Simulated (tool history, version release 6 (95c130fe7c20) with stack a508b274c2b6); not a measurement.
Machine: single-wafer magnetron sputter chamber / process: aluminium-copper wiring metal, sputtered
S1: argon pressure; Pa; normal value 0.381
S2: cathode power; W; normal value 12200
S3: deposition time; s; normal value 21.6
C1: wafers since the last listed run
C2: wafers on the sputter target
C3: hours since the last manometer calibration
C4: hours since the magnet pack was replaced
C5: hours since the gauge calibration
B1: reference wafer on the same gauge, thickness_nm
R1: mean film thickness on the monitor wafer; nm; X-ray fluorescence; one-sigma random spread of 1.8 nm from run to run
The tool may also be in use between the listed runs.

run	hour	S1	S2	S3	C1	C2	C3	C4	C5	B1	R1
1	0	0.381	12200	21.6	0	2422	1365.9	8493.3	772.7	392.536	459.05
2	62.2	0.381	11150	21.6	1753	4175	1428.1	8555.5	834.9	391.661	418.205
3	90.3	0.381	12200	21.6	792	4967	1456.2	8583.6	863	391.794	460.117
4	105.4	0.304	12200	21.6	425	5393	1471.3	8598.7	878.1	392.26	498.609
5	119.6	0.304	12200	21.6	400	5793	1485.5	8612.9	892.3	392.033	498.371
6	133.6	0.304	12200	21.6	394	6187	1499.5	8626.9	906.3	391.805	494.401
7	166.8	0.461	12200	19.8	935	7123	1532.7	8660.1	939.5	392.047	386.067
8	198.2	0.461	12200	19.8	885	8008	1564.1	8691.5	970.9	391.781	385.756
# hour 215.1: sputter target and shields replaced
9	226.7	0.381	13700	21.6	577	328	1592.6	8720	999.4	391.841	511.934
10	257.9	0.381	12200	21.6	879	1207	1623.8	8751.2	1030.6	392.142	458.678
11	290.1	0.483	12200	21.6	907	2115	1656	8783.4	1062.8	392.261	411.397
# hour 345.7: gauge calibrated
12	396.6	0.381	12200	21.6	3001	5117	1762.5	8889.9	50.9	392.153	457.038
13	415.7	0.381	14350	20.3	538	5655	1781.6	8909	70	392.1	506.717
14	434.8	0.381	14250	21.6	538	6193	1800.7	8928.1	89.1	391.849	530.175
15	456.5	0.381	10100	17.8	611	6805	1822.4	8949.8	110.8	391.943	313.298
16	483.2	0.381	14100	21.6	752	7558	1849.1	8976.5	137.5	391.461	523.502
# hour 500.9: capacitance manometer re-zeroed and calibrated
17	507.5	0.301	13800	21.6	459	8017	6.6	9000.8	161.8	392.356	577.138
18	519.9	0.497	12200	19.7	349	8367	19	9013.2	174.2	391.953	392.081
# hour 550.7: sputter target and shields replaced
19	554.1	0.381	12200	20.3	738	95	53.2	9047.4	208.4	392.099	444.88
20	588	0.381	12200	25.7	955	1051	87.1	9081.3	242.3	391.8	562.075
21	602.6	0.381	14250	21.6	411	1462	101.7	9095.9	256.9	391.404	552.537
22	635.5	0.381	12200	21.6	927	2390	134.6	9128.8	289.8	391.879	471.67
23	647.6	0.497	12200	19.7	341	2731	146.7	9140.9	301.9	392.43	387.253
24	676.1	0.381	12200	21.6	803	3534	175.2	9169.4	330.4	392.202	469.834
# hour 689.8: magnet pack replaced
25	692.2	0.381	12200	21.6	228	3762	191.3	2.4	346.5	392.263	468.877
26	727.8	0.381	12200	21.6	1003	4766	226.9	38	382.1	391.375	470.963
27	743.8	0.3	12200	23.1	450	5217	242.9	54	398.1	392.638	541.742
28	773	0.381	14600	23.8	823	6040	272.1	83.2	427.3	392.361	618.303
29	805.4	0.443	10850	25.1	913	6953	304.5	115.6	459.7	391.988	454.698
30	819.4	0.475	12200	21.6	394	7348	318.5	129.6	473.7	392.258	425.914
# hour 855.5: sputter target and shields replaced
31	856	0.381	13400	21.6	806	14	355.1	166.2	510.3	392.215	512.766
32	868.7	0.527	10850	23.2	357	372	367.8	178.9	523	392.025	388.686
33	902.5	0.532	14150	19.8	952	1324	401.6	212.7	556.8	392.215	425.409
34	932.8	0.381	12200	21.6	854	2178	431.9	243	587.1	392.429	467.182
35	965.7	0.488	15250	21.6	927	3106	464.8	275.9	620	391.868	523.375
36	1058	0.381	12200	21.6	2601	5707	557.1	368.2	712.3	392.618	461.21

Some steps in R1 between neighbouring runs. How much of each would the tool show without its hidden state too (settings, what came in, random variation), and how much is left for the hidden state, with any gauge scatter that isn't in both results?
The hidden state here: deposition rate above that of a new target (%); true argon pressure above the setpoint (%); gauge reads high (%).
Run 14 -> 15: S2 14250 -> 10100, S3 21.6 -> 17.8. R1 -216.877 nm: hidden state +9.06, all else -225.937.
Run 15 -> 16: S2 10100 -> 14100, S3 17.8 -> 21.6. R1 +210.204 nm: hidden state -8.905, all else +219.109.
Run 16 -> 17: S1 0.381 -> 0.301, S2 14100 -> 13800, capacitance manometer re-zeroed and calibrated. R1 +53.636 nm: hidden state +21.403, all else +32.233.
Run 17 -> 18: S1 0.301 -> 0.497, S2 13800 -> 12200, S3 21.6 -> 19.7. R1 -185.057 nm: hidden state -0.849, all else -184.208.
